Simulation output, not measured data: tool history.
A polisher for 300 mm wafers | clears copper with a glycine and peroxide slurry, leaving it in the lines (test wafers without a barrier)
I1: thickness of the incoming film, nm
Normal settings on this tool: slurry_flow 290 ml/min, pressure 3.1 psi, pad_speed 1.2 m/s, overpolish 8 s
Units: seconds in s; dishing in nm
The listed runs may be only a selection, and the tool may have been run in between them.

run 1 hour=0 | slurry_flow=290 pressure=2.8 pad_speed=1.2 overpolish=8 | I1=1072.1 | seconds=158 dishing=36.6
run 2 hour=31.4 | slurry_flow=290 pressure=2.8 pad_speed=1.2 overpolish=8 | I1=1100.4 | seconds=164 dishing=35.8
run 3 hour=80.8 | slurry_flow=290 pressure=3.1 pad_speed=1.2 overpolish=8 | I1=1068.3 | seconds=148.1 dishing=37.4
-- hour=117.8 worn pad replaced by a new one
run 4 hour=134.5 | slurry_flow=290 pressure=3.1 pad_speed=1.2 overpolish=8 | I1=1100.2 | seconds=140.3 dishing=39.6
run 5 hour=197.2 | slurry_flow=290 pressure=3.1 pad_speed=1.2 overpolish=8 | I1=1110.5 | seconds=148.2 dishing=38.8
run 6 hour=241.9 | slurry_flow=290 pressure=3.7 pad_speed=1.2 overpolish=8 | I1=1110.1 | seconds=126.7 dishing=43
run 7 hour=273 | slurry_flow=290 pressure=3.7 pad_speed=1.2 overpolish=8 | I1=1066.2 | seconds=126.5 dishing=42.1

What does the tool deliver on the next run?
-- hour=279.4 worn pad replaced by a new one, of another model than before
-- hour=332 head pressure recalibrated
run 8 hour=334.2 | slurry_flow=190 pressure=3.1 pad_speed=1.34 overpolish=4 | I1=1090.7 | seconds=? dishing=?

Run 8 produced seconds 127.8 s, dishing 23.1 nm.
With no hidden state in the tool, this same run would have given seconds 122.5 s, dishing 24 nm.
